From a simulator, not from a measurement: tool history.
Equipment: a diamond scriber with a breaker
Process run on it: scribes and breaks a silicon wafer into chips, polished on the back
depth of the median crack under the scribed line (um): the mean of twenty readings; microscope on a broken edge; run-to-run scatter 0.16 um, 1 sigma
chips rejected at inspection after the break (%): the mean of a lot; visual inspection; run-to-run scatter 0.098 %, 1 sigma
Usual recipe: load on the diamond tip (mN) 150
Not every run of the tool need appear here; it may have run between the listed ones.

run	hour	load on the diamond tip (mN)	wafers since the last listed run	hours since the diamond tip was replaced	hours since the load on the tip was calibrated	incoming depth of the damage left on the back of the incoming wafer, um	depth of the median crack under the scribed line (um)	chips rejected at inspection after the break (%)
1	0	181	0	330.3	184.2	0.03	9.23	1.63
2	87.6	181	153	417.9	271.8	0.03	9.16	1.51
3	129.3	169	73	459.6	313.5	0.04	8.72	1.32
4	167.8	150	67	498.1	352	0.05	8.52	2.94
# hour 181.5: diamond tip replaced by a new one
5	251.6	150	143	70.1	435.8	0.05	8.48	2.75
6	349.9	150	172	168.4	534.1	0.02	8.56	2.72
7	431.1	150	142	249.6	615.3	0.04	8.48	2.88
# hour 445.4: load on the tip recalibrated
8	749.6	150	554	568.1	304.2	0.04	8.51	2.06
# hour 757.6: diamond tip replaced by a new one
9	838.9	150	153	81.3	393.5	0.04	8.53	2.35
10	940.8	150	178	183.2	495.4	0.02	8.2	2.46
# hour 973.1: load on the tip recalibrated
11	986	116	75	228.4	12.9	0.02	7.91	4.03
12	1085.5	162	174	327.9	112.4	0.01	8.84	1.49
13	1183.3	162	171	425.7	210.2	0.05	8.82	1.43
14	1256.4	162	128	498.8	283.3	0.04	8.51	1.66
15	1304.7	150	84	547.1	331.6	0.03	8.28	2.57
16	1409	150	182	651.4	435.9	0.04	8.36	2.66
# hour 1422.1: diamond tip replaced by a new one
17	1502.6	150	160	80.5	529.5	0.03	8.23	2.87
# hour 1507.6: load on the tip recalibrated
18	1575.3	129	123	153.2	67.7	0.02	8.31	3.64
19	1662.4	179	152	240.3	154.8	0.03	9.19	1.82
20	1756.9	127	165	334.8	249.3	0.04	7.79	5.65
21	1801.1	110	77	379	293.5	0.01	7.44	10.66
22	1891.5	132	158	469.4	383.9	0.02	7.97	5.17
23	1958.6	150	117	536.5	451	0.04	8.38	2.85
24	2003.1	178	78	581	495.5	0.02	9.12	1.46
# hour 2058.4: diamond tip replaced by a new one
25	2062.5	150	100	4.1	554.9	0.05	8.08	2.89
# hour 2072.2: load on the tip recalibrated
26	2168.7	150	182	110.3	96.5	0.01	8.86	1.63
27	2254.2	185	149	195.8	182	0.02	9.55	2.32
28	2309.7	108	97	251.3	237.5	0.04	7.5	9.75
29	2406.2	150	169	347.8	334	0.05	8.44	2.06
30	2484	134	136	425.6	411.8	0.05	7.99	4.72
31	2569.1	150	149	510.7	496.9	0.02	8.3	2.33
# hour 2617: diamond tip replaced by a new one
32	2661.4	173	158	44.4	589.2	0.02	8.95	1.5
# hour 2689.6: load on the tip recalibrated
33	2761.4	150	171	144.4	71.8	0.04	8.91	1.54
34	2854.7	169	163	237.7	165.1	0.01	8.86	1.52
35	2934.8	121	140	317.8	245.2	0.02	7.85	5.46

Here are 5 independent what-if runs from the current tool condition. What would each one return?
A	2935.5	150	1	318.5	245.9	0.04	?	?
B	2935.5	174	1	318.5	245.9	0.04	?	?
C	2935.5	163	1	318.5	245.9	0.04	?	?
D	2935.5	118	1	318.5	245.9	0.04	?	?
E	2935.5	194	1	318.5	245.9	0.04	?	?

run	depth of the median crack under the scribed line (um)	chips rejected at inspection after the break (%)
A	8.44	2.09
B	9.06	1.73
C	8.78	1.58
D	7.58	7.22
E	9.56	3.09
The same runs, with their run-to-run variation unchanged, on a tool lacking any hidden condition would have given:
run	depth of the median crack under the scribed line (um)	chips rejected at inspection after the break (%)
A	8.84	1.57
B	9.48	2.8
C	9.19	1.95
D	7.94	4.39
E	10.01	5.32
